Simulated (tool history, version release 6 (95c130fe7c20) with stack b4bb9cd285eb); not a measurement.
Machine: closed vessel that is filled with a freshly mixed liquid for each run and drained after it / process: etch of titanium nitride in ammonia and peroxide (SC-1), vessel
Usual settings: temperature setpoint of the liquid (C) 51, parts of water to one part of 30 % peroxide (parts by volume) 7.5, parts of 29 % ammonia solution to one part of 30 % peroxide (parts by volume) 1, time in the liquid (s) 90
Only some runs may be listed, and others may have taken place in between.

run,hour,temperature setpoint of the liquid (C),parts of water to one part of 30 % peroxide (parts by volume),parts of 29 % ammonia solution to one part of 30 % peroxide (parts by volume),time in the liquid (s),wafers since the last listed run,hours since the thermometer was replaced,hours since the ammonia flow meter was replaced,hours since the drum of ammonia solution was connected,hours since the gauge calibration,"read-back film thickness of the titanium nitride reference wafer, read on the same gauge (nm)",thickness taken off the titanium nitride on a monitor wafer (Å)
1,0,51,7.5,1,70,0,1336.6,1953.3,458.6,43.7,120.02,39.8
2,10.3,51,7.5,1,70,1037,1346.9,1963.6,468.9,54,120.02,40
3,23.3,51,7.5,1,70,1309,1359.9,1976.6,481.9,67,119.99,39.8
4,35.7,51,9.5,1,90,1248,1372.3,1989,494.3,79.4,120.02,45.4
5,52.6,51,9.5,1,90,1702,1389.2,2005.9,511.2,96.3,120,45
6,61.5,43.5,7.5,1,90,896,1398.1,2014.8,520.1,105.2,119.99,29.7
7,68.5,43.5,7.5,1,90,704,1405.1,2021.8,527.1,112.2,120,29.7
8,81.9,43.5,7.5,1,90,1349,1418.5,2035.2,540.5,125.6,119.99,29.5
# hour 85.1: new drum of ammonia solution connected
9,95.1,54.5,6.5,1,90,1228,1431.7,2048.4,10,138.8,120.01,69.4
10,103.6,47,10,1.15,60,856,1440.2,2056.9,18.5,147.3,120,22.6
# hour 116.9: gauge calibrated
11,121.2,47,5,1.2,45,1772,1457.8,2074.5,36.1,4.3,120,23.4
# hour 122.3: thermometer replaced
12,128.4,41,11.5,1,90,624,6.1,2081.7,43.3,11.5,120.01,23.3
13,136.5,51,7.5,1,60,815,14.2,2089.8,51.4,19.6,120,39.6
# hour 151.6: ammonia flow meter replaced
14,152.6,51,7.5,0.5,125,1520,30.3,1,67.5,35.7,120,73.9
15,161.8,51,7.5,1,90,926,39.5,10.2,76.7,44.9,120.01,58.8
16,168.8,61,7.5,0.5,90,704,46.5,17.2,83.7,51.9,119.99,103.4
17,180.2,51,7.5,1,90,1148,57.9,28.6,95.1,63.3,120.02,58.8
18,195.2,45.5,7.5,1,90,1510,72.9,43.6,110.1,78.3,120,40
19,201.6,58.5,5,1,35,644,79.3,50,116.5,84.7,119.98,45.6

What if the next run were any one of these 4? Each begins from the tool's condition after run 19:
A,202.3,51,6.5,1,90,70,80,50.7,117.2,85.4,?,?
B,202.3,58.5,7.5,1,90,70,80,50.7,117.2,85.4,?,?
C,202.3,51,5.5,0.55,130,70,80,50.7,117.2,85.4,?,?
D,202.3,54,10,1,105,70,80,50.7,117.2,85.4,?,?

run,"read-back film thickness of the titanium nitride reference wafer, read on the same gauge (nm)",thickness taken off the titanium nitride on a monitor wafer (Å)
A,120.02,62.6
B,120.02,97.4
C,120.02,89.8
D,120.02,73
With the hidden condition removed and each run's random variation left untouched, the same runs would have given:
run,thickness taken off the titanium nitride on a monitor wafer (Å)
A,63.8
B,99.2
C,91.5
D,74.4
